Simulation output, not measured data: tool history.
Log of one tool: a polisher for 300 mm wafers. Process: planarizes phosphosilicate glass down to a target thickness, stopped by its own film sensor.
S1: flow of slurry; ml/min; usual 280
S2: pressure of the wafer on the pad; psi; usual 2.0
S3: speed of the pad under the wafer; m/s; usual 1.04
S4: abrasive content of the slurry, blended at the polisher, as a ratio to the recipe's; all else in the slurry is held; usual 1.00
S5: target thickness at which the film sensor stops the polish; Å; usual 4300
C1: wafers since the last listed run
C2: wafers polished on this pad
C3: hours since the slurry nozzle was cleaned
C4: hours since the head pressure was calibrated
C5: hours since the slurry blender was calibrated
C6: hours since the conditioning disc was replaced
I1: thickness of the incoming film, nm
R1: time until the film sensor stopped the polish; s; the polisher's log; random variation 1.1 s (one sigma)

run 1 hour=0.0 | S1=280 S2=2.0 S3=1.04 S4=1.00 S5=4300 | C1=0 C2=939 C3=189.4 C4=1100.4 C5=270.1 C6=169.5 | I1=1008.6 | R1=97.1
-- hour=13.9 conditioning disc replaced and pad reconditioned
run 2 hour=19.0 | S1=280 S2=2.0 S3=1.04 S4=1.00 S5=4300 | C1=99 C2=1038 C3=208.4 C4=1119.4 C5=289.1 C6=5.1 | I1=983.6 | R1=92.9
-- hour=25.8 slurry blender recalibrated
-- hour=35.9 worn pad replaced by a new one
run 3 hour=36.4 | S1=280 S2=2.0 S3=1.04 S4=1.00 S5=4300 | C1=66 C2=3 C3=225.8 C4=1136.8 C5=10.6 C6=22.5 | I1=1016.4 | R1=104.1
run 4 hour=57.4 | S1=280 S2=2.0 S3=1.04 S4=1.00 S5=4300 | C1=123 C2=126 C3=246.8 C4=1157.8 C5=31.6 C6=43.5 | I1=1014.2 | R1=106.6
-- hour=85.7 slurry nozzle cleaned
run 5 hour=92.7 | S1=280 S2=2.0 S3=1.04 S4=1.00 S5=4830 | C1=201 C2=328 C3=7.0 C4=1193.1 C5=66.9 C6=78.8 | I1=1010.7 | R1=97.7
run 6 hour=123.7 | S1=280 S2=2.0 S3=1.04 S4=1.00 S5=4830 | C1=182 C2=510 C3=38.0 C4=1224.1 C5=97.9 C6=109.8 | I1=995.7 | R1=94.8
run 7 hour=148.0 | S1=280 S2=2.0 S3=1.04 S4=1.00 S5=4830 | C1=142 C2=652 C3=62.3 C4=1248.4 C5=122.2 C6=134.1 | I1=1004.0 | R1=98.7
run 8 hour=171.7 | S1=280 S2=2.2 S3=1.04 S4=1.00 S5=5310 | C1=139 C2=792 C3=86.0 C4=1272.1 C5=145.9 C6=157.8 | I1=1002.2 | R1=81.4
-- hour=190.0 worn pad replaced by a new one, repeated, since the last time left the tool worse
-- hour=197.8 head pressure recalibrated
-- hour=200.0 conditioning disc replaced and pad reconditioned
run 9 hour=206.5 | S1=280 S2=2.2 S3=1.04 S4=1.00 S5=5310 | C1=157 C2=73 C3=120.8 C4=8.7 C5=180.7 C6=6.5 | I1=976.6 | R1=64.1
run 10 hour=240.1 | S1=280 S2=1.5 S3=1.04 S4=0.80 S5=4300 | C1=197 C2=270 C3=154.4 C4=42.3 C5=214.3 C6=40.1 | I1=1009.2 | R1=136.5
run 11 hour=262.6 | S1=280 S2=1.6 S3=1.24 S4=1.25 S5=4830 | C1=132 C2=402 C3=176.9 C4=64.8 C5=236.8 C6=62.6 | I1=1014.3 | R1=94.4
run 12 hour=284.4 | S1=215 S2=2.3 S3=0.86 S4=1.15 S5=4300 | C1=128 C2=530 C3=198.7 C4=86.6 C5=258.6 C6=84.4 | I1=991.5 | R1=87.5
run 13 hour=317.3 | S1=345 S2=2.0 S3=1.04 S4=1.00 S5=4300 | C1=193 C2=724 C3=231.6 C4=119.5 C5=291.5 C6=117.3 | I1=1001.7 | R1=94.9
run 14 hour=336.6 | S1=200 S2=2.4 S3=0.88 S4=1.00 S5=4300 | C1=113 C2=837 C3=250.9 C4=138.8 C5=310.8 C6=136.6 | I1=998.7 | R1=90.5
-- hour=348.7 worn pad replaced by a new one
-- hour=349.4 slurry blender recalibrated
run 15 hour=353.9 | S1=280 S2=2.0 S3=1.04 S4=1.20 S5=3120 | C1=74 C2=26 C3=268.2 C4=156.1 C5=4.5 C6=153.9 | I1=1002.3 | R1=101.4
run 16 hour=381.8 | S1=280 S2=2.0 S3=1.04 S4=1.00 S5=4300 | C1=163 C2=190 C3=296.1 C4=184.0 C5=32.4 C6=181.8 | I1=991.0 | R1=92.0
-- hour=392.2 conditioning disc replaced and pad reconditioned
run 17 hour=410.2 | S1=280 S2=1.3 S3=1.04 S4=1.00 S5=4300 | C1=155 C2=345 C3=324.5 C4=212.4 C5=60.8 C6=18.0 | I1=1018.6 | R1=148.7
-- hour=416.3 slurry nozzle cleaned
run 18 hour=430.2 | S1=280 S2=2.0 S3=1.04 S4=1.00 S5=4300 | C1=111 C2=457 C3=13.9 C4=232.4 C5=80.8 C6=38.0 | I1=1007.6 | R1=96.1
run 19 hour=460.1 | S1=280 S2=1.5 S3=1.04 S4=0.90 S5=2510 | C1=175 C2=633 C3=43.8 C4=262.3 C5=110.7 C6=67.9 | I1=995.4 | R1=173.8
run 20 hour=485.6 | S1=280 S2=2.0 S3=1.04 S4=0.85 S5=2560 | C1=149 C2=782 C3=69.3 C4=287.8 C5=136.2 C6=93.4 | I1=1015.4 | R1=138.5
run 21 hour=499.8 | S1=280 S2=2.4 S3=0.80 S4=1.00 S5=4300 | C1=83 C2=866 C3=83.5 C4=302.0 C5=150.4 C6=107.6 | I1=1002.6 | R1=93.8
-- hour=520.8 worn pad replaced by a new one
-- hour=550.5 conditioning disc replaced and pad reconditioned
run 22 hour=583.2 | S1=280 S2=2.0 S3=1.04 S4=0.80 S5=4300 | C1=454 C2=354 C3=166.9 C4=385.4 C5=233.8 C6=32.7 | I1=1011.5 | R1=101.2
run 23 hour=606.3 | S1=280 S2=2.0 S3=1.04 S4=1.00 S5=4300 | C1=135 C2=490 C3=190.0 C4=408.5 C5=256.9 C6=55.8 | I1=1005.3 | R1=95.5
-- hour=640.1 slurry blender recalibrated
run 24 hour=681.1 | S1=280 S2=2.0 S3=1.04 S4=1.00 S5=4300 | C1=427 C2=918 C3=264.8 C4=483.3 C5=41.0 C6=130.6 | I1=997.8 | R1=95.2
run 25 hour=698.3 | S1=280 S2=1.5 S3=1.04 S4=1.00 S5=4300 | C1=101 C2=1019 C3=282.0 C4=500.5 C5=58.2 C6=147.8 | I1=1002.5 | R1=129.8
run 26 hour=713.8 | S1=280 S2=1.8 S3=1.34 S4=1.00 S5=5160 | C1=91 C2=1110 C3=297.5 C4=516.0 C5=73.7 C6=163.3 | I1=1004.7 | R1=79.9

Forecast each of these 3 alternatives for the next run:
run A hour=714.3 | S1=280 S2=2.0 S3=1.04 S4=1.00 S5=4300 | C1=2 C2=1113 C3=298.0 C4=516.5 C5=74.2 C6=163.8 | I1=984.5 | R1=?
run B hour=714.3 | S1=280 S2=2.4 S3=0.78 S4=1.25 S5=2900 | C1=2 C2=1113 C3=298.0 C4=516.5 C5=74.2 C6=163.8 | I1=984.5 | R1=?
run C hour=714.3 | S1=195 S2=2.0 S3=0.72 S4=0.80 S5=2330 | C1=2 C2=1113 C3=298.0 C4=516.5 C5=74.2 C6=163.8 | I1=984.5 | R1=?

run=A R1=92.0
run=B R1=103.2
run=C R1=164.6
Without the tool's hidden state the same runs would have given:
run=A R1=85.2
run=B R1=95.7
run=C R1=152.5
